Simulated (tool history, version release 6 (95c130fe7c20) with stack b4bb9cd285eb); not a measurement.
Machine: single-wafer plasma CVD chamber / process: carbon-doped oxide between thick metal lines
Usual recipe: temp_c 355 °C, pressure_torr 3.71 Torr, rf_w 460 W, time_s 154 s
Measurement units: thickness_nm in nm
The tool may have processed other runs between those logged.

run    hour  temp_c  pressure_torr  rf_w  time_s  wafers since the last listed run  hours since the last thermocouple change  hours since the last RF generator calibration  hours since the last manometer calibration  hours since the showerhead was replaced  hours since the gauge calibration  read-back reference wafer on the same gauge, thickness_nm  thickness_nm
  1     0.0     355           3.71   460     154                                 0                                    1266.5                                         1965.6                                      3121.2                                   4252.4                             2000.3                                                    727.525       646.604
       38.0  -- thermocouple changed; heater temperature recalibrated
  2    38.5     355           3.00   460     154                               304                                       0.5                                         2004.1                                      3159.7                                   4290.9                             2038.8                                                    727.355       626.074
  3    66.5     355           3.71   460     154                               279                                      28.5                                         2032.1                                      3187.7                                   4318.9                             2066.8                                                    727.164       642.350
  4   126.0     355           3.71   460     154                               594                                      88.0                                         2091.6                                      3247.2                                   4378.4                             2126.3                                                    726.877       641.042
      151.0  -- capacitance manometer re-zeroed and calibrated
  5   151.5     366           3.71   530     154                               174                                     113.5                                         2117.1                                         0.5                                   4403.9                             2151.8                                                    726.430       712.799
      186.0  -- showerhead replaced
      203.5  -- gauge calibrated
  6   205.4     351           3.71   520     154                               458                                     167.4                                         2171.0                                        54.4                                     19.4                                1.9                                                    727.100       721.409
  7   250.8     355           3.71   420     154                               453                                     212.8                                         2216.4                                        99.8                                     64.8                               47.3                                                    727.187       579.150
  8   305.5     355           3.33   460     154                               546                                     267.5                                         2271.1                                       154.5                                    119.5                              102.0                                                    726.327       631.860
  9   344.4     355           3.71   460     154                               388                                     306.4                                         2310.0                                       193.4                                    158.4                              140.9                                                    727.752       639.622
 10   401.4     355           3.71   460     184                               569                                     363.4                                         2367.0                                       250.4                                    215.4                              197.9                                                    726.227       764.832
 11   444.3     355           3.71   460     136                               428                                     406.3                                         2409.9                                       293.3                                    258.3                              240.8                                                    727.104       563.260
 12   469.1     361           3.21   405     174                               247                                     431.1                                         2434.7                                       318.1                                    283.1                              265.6                                                    726.662       606.670
 13   534.5     355           3.38   460     154                               653                                     496.5                                         2500.1                                       383.5                                    348.5                              331.0                                                    726.425       631.403
 14   567.8     355           4.11   435     180                               332                                     529.8                                         2533.4                                       416.8                                    381.8                              364.3                                                    726.633       712.921
 15   628.2     355           4.39   405     154                               603                                     590.2                                         2593.8                                       477.2                                    442.2                              424.7                                                    726.925       568.870
      692.7  -- RF generator calibrated
 16   707.2     355           2.81   460     154                               708                                     669.2                                           14.5                                       556.2                                    521.2                              503.7                                                    726.874       638.829
 17   738.4     342           4.06   460     145                               311                                     700.4                                           45.7                                       587.4                                    552.4                              534.9                                                    727.138       647.218
 18   782.5     355           3.71   385     139                               440                                     744.5                                           89.8                                       631.5                                    596.5                              579.0                                                    726.343       485.948
 19   822.4     355           3.71   460     154                               398                                     784.4                                          129.7                                       671.4                                    636.4                              618.9                                                    727.104       656.672
 20   893.4     355           3.42   460     154                               708                                     855.4                                          200.7                                       742.4                                    707.4                              689.9                                                    726.664       656.080
 21   949.2     355           3.71   460     154                               557                                     911.2                                          256.5                                       798.2                                    763.2                              745.7                                                    726.932       659.334
 22  1005.5     355           3.40   460     154                               562                                     967.5                                          312.8                                       854.5                                    819.5                              802.0                                                    726.637       649.020
 23  1040.6     365           3.71   490     154                               350                                    1002.6                                          347.9                                       889.6                                    854.6                              837.1                                                    727.092       678.479
 24  1104.2     355           3.17   495     168                               635                                    1066.2                                          411.5                                       953.2                                    918.2                              900.7                                                    727.464       746.073
 25  1159.9     355           3.37   460     173                               556                                    1121.9                                          467.2                                      1008.9                                    973.9                              956.4                                                    726.752       726.646
 26  1186.1     355           3.71   400     143                               261                                    1148.1                                          493.4                                      1035.1                                   1000.1                              982.6                                                    726.546       519.250
 27  1214.0     355           3.71   460     154                               278                                    1176.0                                          521.3                                      1063.0                                   1028.0                             1010.5                                                    726.580       656.395
 28  1253.1     355           3.71   460     154                               390                                    1215.1                                          560.4                                      1102.1                                   1067.1                             1049.6                                                    727.297       654.702

Some steps in thickness_nm, run to run, broken into two amounts with sign: the step expected even without the hidden condition (settings, incoming material, random variation), and the rest, left for the hidden condition together with whatever gauge scatter is not in both the measured and the hidden-condition-free result:
Hidden conditions of the tool in this case: wafer temperature above the value expected at the setpoint (K); delivered RF power above the setpoint (%); true pressure above the setpoint (%); gauge reads high (%).
Run 10 -> 11: time_s 184 -> 136. thickness_nm -201.572 nm: hidden state +5.712, all else -207.284.
Run 15 -> 16: pressure_torr 4.39 -> 2.81, rf_w 405 -> 460, RF generator calibrated. thickness_nm +69.959 nm: hidden state +19.804, all else +50.155.
Run 25 -> 26: pressure_torr 3.37 -> 3.71, rf_w 460 -> 400, time_s 173 -> 143. thickness_nm -207.396 nm: hidden state +0.364, all else -207.760.
